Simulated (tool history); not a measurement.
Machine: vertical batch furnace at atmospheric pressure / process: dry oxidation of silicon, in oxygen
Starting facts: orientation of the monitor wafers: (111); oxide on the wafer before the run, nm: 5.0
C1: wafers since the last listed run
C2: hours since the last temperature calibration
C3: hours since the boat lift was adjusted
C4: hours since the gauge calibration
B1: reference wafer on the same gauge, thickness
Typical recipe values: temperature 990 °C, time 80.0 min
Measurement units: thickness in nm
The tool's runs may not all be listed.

Run 1, day 0.000: usual settings; C1 0; C2 2343.8; C3 5579.5; C4 227.0; B1 96.87. Result: thickness 84.69 nm.
Run 2, day 1.088: usual settings; C1 297; C2 2369.9; C3 5605.6; C4 253.1; B1 96.86. Result: thickness 84.29 nm.
Run 3, day 2.604: usual settings; C1 415; C2 2406.3; C3 5642.0; C4 289.5; B1 96.79. Result: thickness 84.66 nm.
Run 4, day 5.308: usual settings; C1 739; C2 2471.2; C3 5706.9; C4 354.4; B1 96.74. Result: thickness 84.85 nm.
Run 5, day 6.775: usual settings; C1 401; C2 2506.4; C3 5742.1; C4 389.6; B1 96.85. Result: thickness 84.70 nm.
Run 6, day 8.650: usual settings; C1 513; C2 2551.4; C3 5787.1; C4 434.6; B1 96.82. Result: thickness 84.63 nm.
Run 7, day 10.888: usual settings; C1 612; C2 2605.1; C3 5840.8; C4 488.3; B1 96.85. Result: thickness 84.39 nm.
At day 14.321: boat lift adjusted.
Run 8, day 14.342: usual settings; C1 671; C2 2688.0; C3 0.5; C4 571.2; B1 96.81. Result: thickness 84.67 nm.
Run 9, day 15.667: usual settings; C1 362; C2 2719.8; C3 32.3; C4 603.0; B1 96.79. Result: thickness 84.24 nm.
Run 10, day 16.967: usual settings but temperature 977 °C, time 65.5 min; C1 355; C2 2751.0; C3 63.5; C4 634.2; B1 96.77. Result: thickness 67.32 nm.
Run 11, day 19.208: usual settings; C1 613; C2 2804.8; C3 117.3; C4 688.0; B1 96.76. Result: thickness 84.51 nm.
At day 19.454: gauge calibrated.
Run 12, day 21.971: usual settings but temperature 966 °C, time 48.0 min; C1 755; C2 2871.1; C3 183.6; C4 60.4; B1 96.77. Result: thickness 50.62 nm.
At day 24.529: thermocouples replaced and temperature profile calibrated.
Run 13, day 24.550: usual settings but temperature 968 °C; C1 432; C2 0.5; C3 245.5; C4 122.3; B1 96.80. Result: thickness 73.38 nm.
Run 14, day 25.908: usual settings but temperature 1010 °C, time 113.5 min; C1 371; C2 33.1; C3 278.1; C4 154.9; B1 96.77. Result: thickness 124.27 nm.
Run 15, day 27.571: usual settings; C1 454; C2 73.0; C3 318.0; C4 194.8; B1 96.88. Result: thickness 86.45 nm.
At day 30.454: thermocouples replaced and temperature profile calibrated, repeated, since the last time left the tool worse.
Run 16, day 30.475: usual settings but temperature 1013 °C, time 108.5 min; C1 521; C2 0.5; C3 387.7; C4 264.5; B1 96.88. Result: thickness 118.36 nm.
Run 17, day 31.246: usual settings but temperature 969 °C, time 104.5 min; C1 210; C2 19.0; C3 406.2; C4 283.0; B1 96.78. Result: thickness 84.70 nm.
Run 18, day 33.158: usual settings but temperature 970 °C, time 52.0 min; C1 523; C2 64.9; C3 452.1; C4 328.9; B1 96.77. Result: thickness 53.97 nm.
Run 19, day 35.317: usual settings but temperature 978 °C; C1 590; C2 116.7; C3 503.9; C4 380.7; B1 96.80. Result: thickness 76.49 nm.

What if the next run were any one of these 5? Each begins from the tool's condition after run 19:
Run A, day 35.533: usual settings but temperature 1010 °C; C1 59; C2 121.9; C3 509.1; C4 385.9; B1 ?. Result: thickness ?.
Run B, day 35.533: usual settings but temperature 971 °C, time 119.0 min; C1 59; C2 121.9; C3 509.1; C4 385.9; B1 ?. Result: thickness ?.
Run C, day 35.533: usual settings but time 52.5 min; C1 59; C2 121.9; C3 509.1; C4 385.9; B1 ?. Result: thickness ?.
Run D, day 35.533: usual settings but temperature 981 °C; C1 59; C2 121.9; C3 509.1; C4 385.9; B1 ?. Result: thickness ?.
Run E, day 35.533: usual settings but temperature 977 °C; C1 59; C2 121.9; C3 509.1; C4 385.9; B1 ?. Result: thickness ?.

run     B1  thickness
  A  96.78      96.41
  B  96.78      94.27
  C  96.78      63.35
  D  96.78      78.25
  E  96.78      75.99
Take away the tool's hidden state, keep each run's random variation, and the runs would have read:
run  thickness
  A      96.07
  B      93.93
  C      63.13
  D      77.97
  E      75.72

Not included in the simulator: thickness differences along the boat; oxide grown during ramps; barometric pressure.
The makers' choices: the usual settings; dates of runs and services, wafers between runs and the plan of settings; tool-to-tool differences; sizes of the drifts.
